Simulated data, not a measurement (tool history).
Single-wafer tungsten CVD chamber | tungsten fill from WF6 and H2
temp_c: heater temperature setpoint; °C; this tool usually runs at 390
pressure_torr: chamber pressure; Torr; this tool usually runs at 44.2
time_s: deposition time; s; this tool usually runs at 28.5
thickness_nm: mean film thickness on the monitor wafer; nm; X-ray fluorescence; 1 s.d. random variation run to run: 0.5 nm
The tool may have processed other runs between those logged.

run,hour,temp_c,pressure_torr,time_s,wafers since the last listed run,hours since the last thermocouple change,hours since the last manometer calibration,hours since the showerhead was replaced,hours since the gauge calibration,"read-back reference wafer on the same gauge, thickness_nm",thickness_nm
1,0,390,44.2,28.5,0,1189.8,717.7,2682.5,617,98.381,91.999
2,93.4,390,36.5,28.5,2854,1283.2,811.1,2775.9,710.4,98.496,83.837
3,175.4,390,36.5,28.5,2506,1365.2,893.1,2857.9,792.4,98.661,83.434
4,262.5,401,44.2,28.5,2661,1452.3,980.2,2945,879.5,98.484,115.654
5,326.7,401,44.2,28.5,1962,1516.5,1044.4,3009.2,943.7,98.696,114.217
6,375.2,401,44.2,28.5,1482,1565,1092.9,3057.7,992.2,98.65,113.383
7,417.8,393,44.2,28.5,1301,1607.6,1135.5,3100.3,1034.8,98.499,95.614
8,472,393,44.2,28.5,1656,1661.8,1189.7,3154.5,1089,98.508,95.977
# hour 523.5: capacitance manometer re-zeroed and calibrated
9,527.5,393,44.2,28.5,1451,1717.3,4,3210,1144.5,98.582,101.648
# hour 536.2: showerhead replaced
10,578.3,390,44.2,28.5,1308,1768.1,54.8,42.1,1195.3,98.49,95.404
11,679.6,390,54.6,28.5,3095,1869.4,156.1,143.4,1296.6,98.451,105.23
12,724.7,390,44.2,28.5,1378,1914.5,201.2,188.5,1341.7,98.357,94.948
13,829.4,400,40,28.5,3199,2019.2,305.9,293.2,1446.4,98.445,112.013
# hour 878.8: thermocouple changed; heater temperature recalibrated
14,917.4,386,44.2,28.5,2444,38.6,393.9,381.2,1534.4,98.453,80.066
# hour 1003.9: gauge calibrated
15,1226.5,381,53.9,28.5,9446,347.7,703,690.3,222.6,98.448,79.68
16,1266.5,393,44.2,28.5,1222,387.7,743,730.3,262.6,98.514,94.436
17,1352.6,390,44.2,30.1,2631,473.8,829.1,816.4,348.7,98.272,93.117
18,1396.8,383,54.7,22.9,1350,518,873.3,860.6,392.9,98.496,67.565

Each row is a separate what-if for the run after 18, all from the same tool condition, not one after another. Results?
A,1397.2,390,44.2,26.6,12,518.4,873.7,861,393.3,?,?
B,1397.2,376,44.2,28.5,12,518.4,873.7,861,393.3,?,?
C,1397.2,403,38.2,33,12,518.4,873.7,861,393.3,?,?
D,1397.2,401,48.5,30.4,12,518.4,873.7,861,393.3,?,?

run,"read-back reference wafer on the same gauge, thickness_nm",thickness_nm
A,98.412,83.736
B,98.412,65.318
C,98.412,127.547
D,98.412,125.699
Had the tool no hidden state, the same runs would have come out as:
run,thickness_nm
A,82.311
B,63.985
C,125.805
D,123.884
